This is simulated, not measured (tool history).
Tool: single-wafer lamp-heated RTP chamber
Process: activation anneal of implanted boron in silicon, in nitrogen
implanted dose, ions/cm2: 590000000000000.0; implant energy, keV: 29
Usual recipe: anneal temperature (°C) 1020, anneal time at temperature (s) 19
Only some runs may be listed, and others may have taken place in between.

| run | hour | anneal temperature (°C) | anneal time at temperature (s) | wafers since the last listed run | wafers since the last pyrometer calibration | wafers since the reflector plate was cleaned | hours since the gauge calibration | read-back reference wafer on the same gauge, sheet resistance | sheet resistance of the implanted and annealed layer (ohm/square) |
|---|---|---|---|---|---|---|---|---|---|
| 1 | 0.0 | 1020 | 19 | 0 | 1264 | 6963 | 0.5 | 147.07 | 161.40 |
| 2 | 16.6 | 1020 | 19 | 250 | 1515 | 7213 | 17.1 | 147.12 | 161.61 |
| 3 | 29.9 | 1020 | 19 | 200 | 1715 | 7414 | 30.4 | 146.93 | 161.73 |
| 4 | 48.3 | 1020 | 25 | 277 | 1992 | 7691 | 48.8 | 146.91 | 160.99 |
| 5 | 72.1 | 1020 | 25 | 358 | 2351 | 8050 | 72.6 | 146.96 | 160.29 |
| 6 | 91.7 | 1020 | 19 | 295 | 2647 | 8345 | 92.2 | 146.98 | 160.96 |
| 7 | 106.3 | 1020 | 19 | 220 | 2867 | 8565 | 106.8 | 146.96 | 160.82 |
| 8 | 138.3 | 1020 | 23 | 482 | 3349 | 9048 | 138.8 | 147.02 | 160.43 |
| 9 | 150.5 | 1020 | 23 | 183 | 3533 | 9231 | 151.0 | 146.97 | 160.89 |
| 10 | 171.2 | 1020 | 19 | 311 | 3845 | 9543 | 171.7 | 147.06 | 160.57 |
| 11 | 199.0 | 1020 | 19 | 418 | 4264 | 9962 | 199.5 | 146.92 | 160.22 |
|  | 224.7 | pyrometer window cleaned and pyrometer calibrated |
| 12 | 225.2 | 1006 | 26 | 274 | 7 | 10237 | 225.7 | 147.02 | 162.63 |
|  | 241.0 | reflector plate cleaned |
| 13 | 259.0 | 1006 | 26 | 388 | 396 | 271 | 259.5 | 147.08 | 163.29 |
| 14 | 286.5 | 1006 | 26 | 414 | 810 | 685 | 287.0 | 147.00 | 163.51 |
| 15 | 300.2 | 1020 | 19 | 206 | 1017 | 892 | 300.7 | 147.01 | 161.95 |
| 16 | 324.6 | 1020 | 19 | 367 | 1384 | 1260 | 325.1 | 147.06 | 162.19 |
| 17 | 346.5 | 1020 | 19 | 330 | 1715 | 1590 | 347.0 | 146.91 | 161.42 |
| 18 | 358.7 | 1031 | 19 | 183 | 1898 | 1774 | 359.2 | 147.06 | 160.32 |
| 19 | 380.9 | 1020 | 14 | 334 | 2233 | 2108 | 381.4 | 146.98 | 161.95 |
| 20 | 398.5 | 1020 | 15 | 265 | 2498 | 2374 | 399.0 | 147.07 | 162.06 |
| 21 | 411.3 | 1007 | 22 | 192 | 2691 | 2566 | 411.8 | 147.01 | 162.79 |
| 22 | 424.2 | 1020 | 19 | 194 | 2886 | 2761 | 424.7 | 147.02 | 161.21 |
|  | 435.3 | gauge calibrated |
| 23 | 445.0 | 1009 | 22 | 313 | 3199 | 3074 | 9.7 | 146.98 | 162.52 |
| 24 | 465.2 | 1036 | 13 | 304 | 3504 | 3379 | 29.9 | 146.98 | 160.56 |
| 25 | 485.4 | 1044 | 12 | 304 | 3808 | 3683 | 50.1 | 147.09 | 160.12 |
| 26 | 514.1 | 1020 | 19 | 432 | 4241 | 4116 | 78.8 | 146.97 | 160.73 |

Run 27 comes next. What will it give?
| 27 | 534.6 | 1042 | 26 | 308 | 4550 | 4425 | 99.3 | ? | ? |

Run 27 yielded read-back reference wafer on the same gauge, sheet resistance 147.02, sheet resistance of the implanted and annealed layer (ohm/square) 158.82.
On a tool with no hidden condition, and with the same random variation, this run would have come out at sheet resistance of the implanted and annealed layer (ohm/square) 159.71.

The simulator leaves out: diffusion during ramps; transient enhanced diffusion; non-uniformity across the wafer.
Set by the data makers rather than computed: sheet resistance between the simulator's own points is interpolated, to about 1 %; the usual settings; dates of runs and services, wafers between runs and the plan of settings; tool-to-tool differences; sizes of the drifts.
